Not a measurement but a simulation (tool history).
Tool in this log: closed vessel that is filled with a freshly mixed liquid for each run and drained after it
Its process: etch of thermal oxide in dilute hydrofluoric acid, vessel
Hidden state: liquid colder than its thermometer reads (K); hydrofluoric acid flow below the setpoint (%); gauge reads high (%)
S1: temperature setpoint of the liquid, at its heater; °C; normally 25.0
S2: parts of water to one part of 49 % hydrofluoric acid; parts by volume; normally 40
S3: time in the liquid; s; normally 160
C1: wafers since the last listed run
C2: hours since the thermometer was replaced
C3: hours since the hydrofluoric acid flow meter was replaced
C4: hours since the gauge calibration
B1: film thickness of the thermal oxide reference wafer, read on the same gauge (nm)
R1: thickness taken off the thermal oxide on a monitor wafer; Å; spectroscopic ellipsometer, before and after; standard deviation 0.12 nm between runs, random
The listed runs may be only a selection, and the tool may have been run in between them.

run     day    S1  S2   S3    C1      C2      C3     C4     B1     R1
  1   0.000  25.0  40  160     0  1003.6  1605.3  138.4  40.00  187.8
  2   3.742  25.0  40  160  7520  1093.4  1695.1  228.2  40.01  188.1
  3   5.604  25.0  40  160  3743  1138.1  1739.8  272.9  40.01  186.7
  4   9.504  25.0  40  160  7838  1231.7  1833.4  366.5  40.02  186.7
  5  12.662  25.0  40  160  6347  1307.5  1909.2  442.3  39.97  186.9
  6  15.308  25.0  40  160  5317  1371.0  1972.7  505.8  39.98  186.9
  7  18.321  25.0  40  160  6054  1443.3  2045.0  578.1  40.00  182.8
  8  20.154  25.0  40  160  3684  1487.3  2089.0  622.1  40.01  182.5
     20.696  -- thermometer replaced
  9  24.554  26.5  25  185  8759    92.6  2194.6  727.7  39.99  350.4
     26.100  -- hydrofluoric acid flow meter replaced
     26.717  -- gauge calibrated
 10  27.883  25.0  40  160  6607   172.5    42.8   28.0  39.95  176.3
     28.908  -- thermometer replaced, repeated, since the last time left the tool worse
 11  29.842  30.0  55  190  3852    22.4    89.8   75.0  40.00  201.4
 12  32.375  26.5  25  115  5091    83.2   150.6  135.8  40.03  247.1
 13  34.708  27.0  25  210  4689   139.2   206.6  191.8  39.99  454.2
 14  37.708  25.0  50  115  6029   211.2   278.6  263.8  39.98  108.6
 15  40.404  28.0  50  130  5418   275.9   343.3  328.5  39.99  142.0

What if the next run were any one of these 4? Each begins from the tool's condition after run 15:
  A  40.433  25.0  40  160  58  276.6  344.0  329.2   ?   ?
  B  40.433  26.5  35  160  58  276.6  344.0  329.2   ?   ?
  C  40.433  20.5  30  220  58  276.6  344.0  329.2   ?   ?
  D  40.433  25.0  45   80  58  276.6  344.0  329.2   ?   ?

run     B1     R1
  A  39.97  192.1
  B  39.97  235.2
  C  39.97  294.9
  D  39.97   84.8
With the hidden condition removed and each run's random variation left untouched, the same runs would have given:
run     R1
  A  197.3
  B  241.5
  C  303.3
  D   87.1
